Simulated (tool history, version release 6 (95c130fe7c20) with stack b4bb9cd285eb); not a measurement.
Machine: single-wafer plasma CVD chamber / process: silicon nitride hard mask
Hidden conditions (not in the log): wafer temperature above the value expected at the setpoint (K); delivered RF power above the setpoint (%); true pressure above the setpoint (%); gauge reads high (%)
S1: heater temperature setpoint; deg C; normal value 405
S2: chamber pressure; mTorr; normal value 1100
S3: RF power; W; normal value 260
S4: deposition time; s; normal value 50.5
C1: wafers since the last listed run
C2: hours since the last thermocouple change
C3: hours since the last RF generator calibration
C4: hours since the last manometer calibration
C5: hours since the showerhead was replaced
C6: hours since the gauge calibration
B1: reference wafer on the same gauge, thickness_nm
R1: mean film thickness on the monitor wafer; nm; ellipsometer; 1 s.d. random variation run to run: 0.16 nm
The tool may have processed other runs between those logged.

run,hour,S1,S2,S3,S4,C1,C2,C3,C4,C5,C6,B1,R1
1,0.0,405,1100,260,50.5,0,1809.4,1346.4,610.4,5449.3,2832.9,50.529,46.622
# hour 26.5: gauge calibrated
2,71.9,405,1100,260,50.5,2016,1881.3,1418.3,682.3,5521.2,45.4,50.519,46.771
3,119.4,405,1100,260,50.5,1332,1928.8,1465.8,729.8,5568.7,92.9,50.451,46.841
4,171.3,405,1250,260,50.5,1455,1980.7,1517.7,781.7,5620.6,144.8,50.453,48.095
5,199.6,405,1100,260,50.5,793,2009.0,1546.0,810.0,5648.9,173.1,50.464,46.758
6,384.8,405,1100,260,50.5,5193,2194.2,1731.2,995.2,5834.1,358.3,50.479,46.367
# hour 396.8: capacitance manometer re-zeroed and calibrated
# hour 513.1: showerhead replaced
7,513.6,405,1010,260,58.1,3163,2323.0,1860.0,116.8,0.5,487.1,50.464,52.853
8,561.1,416,1210,295,55.3,1332,2370.5,1907.5,164.3,48.0,534.6,50.605,59.384
9,626.7,405,1100,260,50.5,1839,2436.1,1973.1,229.9,113.6,600.2,50.549,47.202
10,657.0,395,1290,260,53.6,849,2466.4,2003.4,260.2,143.9,630.5,50.520,52.567
11,725.7,405,990,260,50.5,1926,2535.1,2072.1,328.9,212.6,699.2,50.573,45.376
# hour 747.7: thermocouple changed; heater temperature recalibrated
12,765.7,392,1020,260,44.3,897,18.0,2112.1,368.9,252.6,739.2,50.489,40.533
13,800.1,409,1100,310,54.3,964,52.4,2146.5,403.3,287.0,773.6,50.519,58.969
14,854.4,405,850,215,55.7,1522,106.7,2200.8,457.6,341.3,827.9,50.501,39.135
15,892.2,419,900,210,50.5,1060,144.5,2238.6,495.4,379.1,865.7,50.557,34.977
16,961.4,414,920,305,53.3,1940,213.7,2307.8,564.6,448.3,934.9,50.486,53.773
17,1005.7,405,1100,260,50.5,1242,258.0,2352.1,608.9,492.6,979.2,50.540,46.737
18,1056.8,392,1370,300,46.6,1433,309.1,2403.2,660.0,543.7,1030.3,50.516,52.998
# hour 1101.5: RF generator calibrated
19,1154.7,398,1100,285,55.9,2521,407.0,53.2,757.9,641.6,1128.2,50.536,56.685
20,1193.5,394,1250,235,43.7,1088,445.8,92.0,796.7,680.4,1167.0,50.560,38.190
21,1218.0,405,1100,260,50.5,687,470.3,116.5,821.2,704.9,1191.5,50.458,46.936
22,1333.3,405,1200,240,50.5,3233,585.6,231.8,936.5,820.2,1306.8,50.505,44.090
23,1387.3,413,1360,235,57.7,1514,639.6,285.8,990.5,874.2,1360.8,50.499,50.530
# hour 1422.1: capacitance manometer re-zeroed and calibrated
24,1454.4,418,1100,310,50.5,1657,706.7,352.9,32.3,941.3,1427.9,50.463,54.913
25,1495.6,398,1100,285,55.9,1155,747.9,394.1,73.5,982.5,1469.1,50.444,57.109
26,1547.6,418,1210,220,60.3,1458,799.9,446.1,125.5,1034.5,1521.1,50.540,48.268
27,1600.0,405,970,260,54.5,1469,852.3,498.5,177.9,1086.9,1573.5,50.519,48.633
28,1670.6,405,1100,260,50.5,1979,922.9,569.1,248.5,1157.5,1644.1,50.446,47.267

What if the next run were any one of these 4? Each begins from the tool's condition after run 28:
A,1671.0,415,1100,260,50.5,11,923.3,569.5,248.9,1157.9,1644.5,?,?
B,1671.0,395,840,260,59.5,11,923.3,569.5,248.9,1157.9,1644.5,?,?
C,1671.0,405,1270,220,45.8,11,923.3,569.5,248.9,1157.9,1644.5,?,?
D,1671.0,405,1100,245,50.5,11,923.3,569.5,248.9,1157.9,1644.5,?,?

run,B1,R1
A,50.500,46.832
B,50.500,51.175
C,50.500,37.489
D,50.500,44.400
The same runs, with their run-to-run variation unchanged, on a tool lacking any hidden condition would have given:
run,R1
A,46.777
B,51.108
C,37.448
D,44.348
